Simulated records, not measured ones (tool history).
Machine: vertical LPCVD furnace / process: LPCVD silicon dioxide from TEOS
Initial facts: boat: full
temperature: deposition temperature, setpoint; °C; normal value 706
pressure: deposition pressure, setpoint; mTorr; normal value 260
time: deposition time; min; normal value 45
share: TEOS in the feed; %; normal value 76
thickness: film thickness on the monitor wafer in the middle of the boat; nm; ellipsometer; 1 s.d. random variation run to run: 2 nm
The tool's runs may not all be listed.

run    hour  temperature  pressure  time  share  read-back reference wafer on the same gauge, thickness  thickness
  1       0          706       240    45     76                                                  353.02     393.89
  2    94.5          706       240    45     76                                                  353.02      395.1
  3   130.7          706       240    45     76                                                  352.42      389.9
  4   201.3          706       260    45     76                                                  353.24     409.47
      216.3  -- gauge calibrated
  5   246.3          706       300    45     76                                                  352.88     443.82
  6   303.1          706       300    45     76                                                   352.7     437.07
  7     498          706       300    45     76                                                  352.33     435.75
  8   579.3          706       260    45     76                                                  352.11     410.17
  9   622.2          706       260    45     76                                                  353.43     407.28
      693.9  -- TEOS flow controller replaced
 10   698.4          706       260    45     76                                                  352.87     407.95
        744  -- pressure gauge zeroed
 11   782.3          706       260    45     76                                                   351.9     411.33
 12     871          694       235  57.5     76                                                  353.12     378.18
 13   909.3          706       260    45     76                                                  353.36     409.59
 14   952.8          706       260    45     76                                                  353.36     408.17
 15  1034.5          715       260    45     76                                                   351.8     504.66
     1062.8  -- gauge calibrated
     1124.1  -- thermocouples replaced and temperature profile calibrated
 16    1139          706       220    28     72                                                  353.01     212.63
 17  1179.5          699       260    51     69                                                  352.81     351.99
 18  1233.2          706       305    45     76                                                  352.59     416.29
 19  1280.4          706       260    45     76                                                  352.72      382.8
 20  1336.6          706       260    34     76                                                  352.71     291.57
 21  1396.7          706       260    56     69                                                  352.46     457.31
 22  1450.2          706       260    45     76                                                  352.41      385.7

State the hidden condition of the tool at each of the runs:
true pressure minus gauge reading, mTorr: 0 in every run
deviation of the TEOS flow from its setpoint, %: 0 in every run
gauge reads high (%): 0 in every run
H1: true tube temperature minus thermocouple reading, K
run     H1
  1   3.76
  2   3.79
  3    3.8
  4   3.82
  5   3.83
  6   3.84
  7   3.89
  8    3.9
  9   3.91
 10   3.93
 11   3.94
 12   3.96
 13   3.96
 14   3.97
 15   3.98
 16  0.857
 17  0.961
 18    1.1
 19   1.21
 20   1.34
 21   1.48
 22   1.59
